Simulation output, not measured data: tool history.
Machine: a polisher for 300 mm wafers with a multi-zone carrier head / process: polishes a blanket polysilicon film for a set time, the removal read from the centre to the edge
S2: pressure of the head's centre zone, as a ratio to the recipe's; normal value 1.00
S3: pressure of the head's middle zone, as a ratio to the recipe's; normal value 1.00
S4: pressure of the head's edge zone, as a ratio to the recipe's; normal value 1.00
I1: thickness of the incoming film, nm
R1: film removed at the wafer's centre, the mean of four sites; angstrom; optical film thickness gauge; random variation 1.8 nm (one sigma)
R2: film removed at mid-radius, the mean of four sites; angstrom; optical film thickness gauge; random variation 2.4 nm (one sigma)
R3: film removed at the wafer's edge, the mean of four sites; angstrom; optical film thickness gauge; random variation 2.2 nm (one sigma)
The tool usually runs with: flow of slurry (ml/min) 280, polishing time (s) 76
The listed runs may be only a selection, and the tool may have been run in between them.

{"run": 1, "day": 0.0, "flow of slurry (ml/min)": 280, "S2": 1.0, "S3": 1.0, "S4": 1.0, "polishing time (s)": 76, "I1": 1527.7, "R1": 2641, "R2": 2560, "R3": 2546}
{"run": 2, "day": 0.421, "flow of slurry (ml/min)": 280, "S2": 1.0, "S3": 1.0, "S4": 1.0, "polishing time (s)": 76, "I1": 1550.2, "R1": 2636, "R2": 2544, "R3": 2542}
{"run": 3, "day": 0.846, "flow of slurry (ml/min)": 280, "S2": 1.0, "S3": 1.0, "S4": 1.0, "polishing time (s)": 76, "I1": 1521.0, "R1": 2588, "R2": 2580, "R3": 2534}
{"run": 4, "day": 1.446, "flow of slurry (ml/min)": 280, "S2": 1.0, "S3": 1.0, "S4": 1.0, "polishing time (s)": 76, "I1": 1528.1, "R1": 2599, "R2": 2518, "R3": 2513}
{"run": 5, "day": 1.979, "flow of slurry (ml/min)": 280, "S2": 1.0, "S3": 1.0, "S4": 1.0, "polishing time (s)": 76, "I1": 1531.9, "R1": 2590, "R2": 2529, "R3": 2532}
{"run": 6, "day": 2.546, "flow of slurry (ml/min)": 280, "S2": 1.0, "S3": 1.0, "S4": 1.0, "polishing time (s)": 76, "I1": 1532.0, "R1": 2606, "R2": 2534, "R3": 2547}
{"run": 7, "day": 3.083, "flow of slurry (ml/min)": 280, "S2": 1.0, "S3": 1.0, "S4": 1.0, "polishing time (s)": 76, "I1": 1519.4, "R1": 2733, "R2": 2614, "R3": 2668}
{"run": 8, "day": 3.529, "flow of slurry (ml/min)": 280, "S2": 1.0, "S3": 1.0, "S4": 1.0, "polishing time (s)": 90, "I1": 1496.3, "R1": 3226, "R2": 3152, "R3": 3098}
{"run": 9, "day": 3.912, "flow of slurry (ml/min)": 280, "S2": 1.0, "S3": 1.0, "S4": 1.0, "polishing time (s)": 90, "I1": 1499.3, "R1": 3220, "R2": 3065, "R3": 3101}
{"run": 10, "day": 4.646, "flow of slurry (ml/min)": 215, "S2": 1.0, "S3": 1.0, "S4": 1.0, "polishing time (s)": 53, "I1": 1527.4, "R1": 1807, "R2": 1722, "R3": 1759}
{"run": 11, "day": 5.008, "flow of slurry (ml/min)": 280, "S2": 1.0, "S3": 1.0, "S4": 1.0, "polishing time (s)": 76, "I1": 1523.4, "R1": 2660, "R2": 2551, "R3": 2564}
{"run": 12, "day": 5.721, "flow of slurry (ml/min)": 280, "S2": 1.0, "S3": 1.0, "S4": 1.0, "polishing time (s)": 76, "I1": 1525.6, "R1": 2648, "R2": 2597, "R3": 2574}
{"run": 13, "day": 6.296, "flow of slurry (ml/min)": 280, "S2": 1.0, "S3": 0.96, "S4": 1.0, "polishing time (s)": 65, "I1": 1535.3, "R1": 2267, "R2": 2120, "R3": 2171}
{"run": 14, "day": 6.996, "flow of slurry (ml/min)": 345, "S2": 0.89, "S3": 1.03, "S4": 1.0, "polishing time (s)": 76, "I1": 1540.5, "R1": 2477, "R2": 2644, "R3": 2604}
{"run": 15, "day": 7.308, "flow of slurry (ml/min)": 345, "S2": 1.0, "S3": 1.0, "S4": 1.0, "polishing time (s)": 65, "I1": 1537.5, "R1": 2286, "R2": 2221, "R3": 2189}
{"run": 16, "day": 8.042, "flow of slurry (ml/min)": 280, "S2": 1.07, "S3": 1.0, "S4": 1.0, "polishing time (s)": 76, "I1": 1517.6, "R1": 2754, "R2": 2514, "R3": 2533}
{"run": 17, "day": 8.329, "flow of slurry (ml/min)": 180, "S2": 0.96, "S3": 0.94, "S4": 1.1, "polishing time (s)": 76, "I1": 1492.9, "R1": 2388, "R2": 2314, "R3": 2604}
{"run": 18, "day": 8.904, "flow of slurry (ml/min)": 280, "S2": 1.0, "S3": 1.0, "S4": 1.1, "polishing time (s)": 65, "I1": 1509.9, "R1": 2358, "R2": 2282, "R3": 2391}
{"run": 19, "day": 9.483, "flow of slurry (ml/min)": 280, "S2": 1.0, "S3": 1.0, "S4": 1.0, "polishing time (s)": 76, "I1": 1508.1, "R1": 2696, "R2": 2626, "R3": 2658}
{"run": 20, "day": 9.858, "flow of slurry (ml/min)": 280, "S2": 1.0, "S3": 1.0, "S4": 1.08, "polishing time (s)": 64, "I1": 1521.7, "R1": 2267, "R2": 2199, "R3": 2259}
{"run": 21, "day": 10.333, "flow of slurry (ml/min)": 280, "S2": 0.96, "S3": 1.0, "S4": 1.0, "polishing time (s)": 76, "I1": 1506.7, "R1": 2595, "R2": 2643, "R3": 2598}

Removed from this log: 6 entries logged between the listed runs. Between which two listed runs does each belong, and how does the tool's hidden state at the listed run before it compare with that at the listed run after it?
From run 6 to run 7: worn pad replaced by a new one (day 3.062)
  removal rate lost through wear of the pad, %: 5.39 -> 0.325
  difference, measured minus the result without the unlogged condition, R1: -148 -> -9 angstrom; R2: -144 -> -8 angstrom; R3: -145 -> -9 angstrom
From run 7 to run 8: centre zone pressure recalibrated (day 3.425); edge zone pressure recalibrated (day 3.508); carrier head's membrane replaced by a new one (day 3.508)
  removal rate lost through wear of the pad, %: 0.325 -> 1.37
  difference, measured minus the result without the unlogged condition, R1: -9 -> -45 angstrom; R2: -8 -> -44 angstrom; R3: -9 -> -43 angstrom
From run 13 to run 14: slurry nozzle cleaned (day 6.975)
  removal rate lost through wear of the pad, %: 4.61 -> 4.94
  difference, measured minus the result without the unlogged condition, R1: -109 -> -129 angstrom; R2: -102 -> -137 angstrom; R3: -105 -> -135 angstrom
From run 17 to run 18: worn pad replaced by a new one (day 8.883)
  removal rate lost through wear of the pad, %: 5.34 -> 0.418
  difference, measured minus the result without the unlogged condition, R1: -135 -> -10 angstrom; R2: -130 -> -9 angstrom; R3: -147 -> -10 angstrom

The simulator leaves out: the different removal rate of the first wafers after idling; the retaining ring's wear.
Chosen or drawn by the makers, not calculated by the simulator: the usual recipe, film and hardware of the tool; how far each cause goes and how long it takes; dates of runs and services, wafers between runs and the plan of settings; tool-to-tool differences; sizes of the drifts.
